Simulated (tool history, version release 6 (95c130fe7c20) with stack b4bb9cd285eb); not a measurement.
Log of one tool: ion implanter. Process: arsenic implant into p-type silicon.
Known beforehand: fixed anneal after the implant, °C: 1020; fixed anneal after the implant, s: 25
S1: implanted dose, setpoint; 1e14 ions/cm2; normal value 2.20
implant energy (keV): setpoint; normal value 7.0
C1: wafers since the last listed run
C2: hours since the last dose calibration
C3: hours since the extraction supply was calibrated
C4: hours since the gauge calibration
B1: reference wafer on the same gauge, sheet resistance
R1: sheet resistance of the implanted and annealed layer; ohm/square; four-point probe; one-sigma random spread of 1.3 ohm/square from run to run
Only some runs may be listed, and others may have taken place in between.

run 1 hour=0.0 | S1=2.20 implant_energy_(keV)=7.0 | C1=0 C2=1422.3 C3=4844.8 C4=438.9 | B1=445.00 | R1=381.17
run 2 hour=15.6 | S1=2.20 implant_energy_(keV)=7.0 | C1=461 C2=1437.9 C3=4860.4 C4=454.5 | B1=444.97 | R1=384.68
run 3 hour=45.0 | S1=2.04 implant_energy_(keV)=5.5 | C1=869 C2=1467.3 C3=4889.8 C4=483.9 | B1=444.71 | R1=417.75
run 4 hour=67.4 | S1=2.04 implant_energy_(keV)=5.5 | C1=662 C2=1489.7 C3=4912.2 C4=506.3 | B1=444.89 | R1=414.03
run 5 hour=86.5 | S1=2.04 implant_energy_(keV)=5.5 | C1=565 C2=1508.8 C3=4931.3 C4=525.4 | B1=444.92 | R1=413.74
run 6 hour=114.3 | S1=1.78 implant_energy_(keV)=7.0 | C1=822 C2=1536.6 C3=4959.1 C4=553.2 | B1=444.88 | R1=454.11
run 7 hour=131.8 | S1=1.78 implant_energy_(keV)=7.0 | C1=517 C2=1554.1 C3=4976.6 C4=570.7 | B1=445.14 | R1=459.04
run 8 hour=160.1 | S1=1.78 implant_energy_(keV)=7.0 | C1=837 C2=1582.4 C3=5004.9 C4=599.0 | B1=444.90 | R1=456.34
run 9 hour=182.9 | S1=2.53 implant_energy_(keV)=7.0 | C1=674 C2=1605.2 C3=5027.7 C4=621.8 | B1=445.11 | R1=342.48
run 10 hour=221.1 | S1=2.20 implant_energy_(keV)=7.0 | C1=1130 C2=1643.4 C3=5065.9 C4=660.0 | B1=445.01 | R1=387.77
run 11 hour=239.2 | S1=2.20 implant_energy_(keV)=7.0 | C1=535 C2=1661.5 C3=5084.0 C4=678.1 | B1=444.83 | R1=382.15
run 12 hour=301.4 | S1=2.20 implant_energy_(keV)=7.0 | C1=1840 C2=1723.7 C3=5146.2 C4=740.3 | B1=444.60 | R1=383.35
run 13 hour=319.0 | S1=2.20 implant_energy_(keV)=6.0 | C1=520 C2=1741.3 C3=5163.8 C4=757.9 | B1=444.83 | R1=389.15
-- hour=355.1 extraction supply calibrated
run 14 hour=411.8 | S1=2.46 implant_energy_(keV)=9.5 | C1=2508 C2=1834.1 C3=56.7 C4=850.7 | B1=445.12 | R1=345.45

Run 15 is up next; what results do you expect?
run 15 hour=424.1 | S1=2.20 implant_energy_(keV)=5.5 | C1=363 C2=1846.4 C3=69.0 C4=863.0 | B1=? | R1=?

{"run 15": {"B1": 445.11, "R1": 389.62}}
With no hidden state in the tool, this same run would have given R1 389.62 ohm/square.

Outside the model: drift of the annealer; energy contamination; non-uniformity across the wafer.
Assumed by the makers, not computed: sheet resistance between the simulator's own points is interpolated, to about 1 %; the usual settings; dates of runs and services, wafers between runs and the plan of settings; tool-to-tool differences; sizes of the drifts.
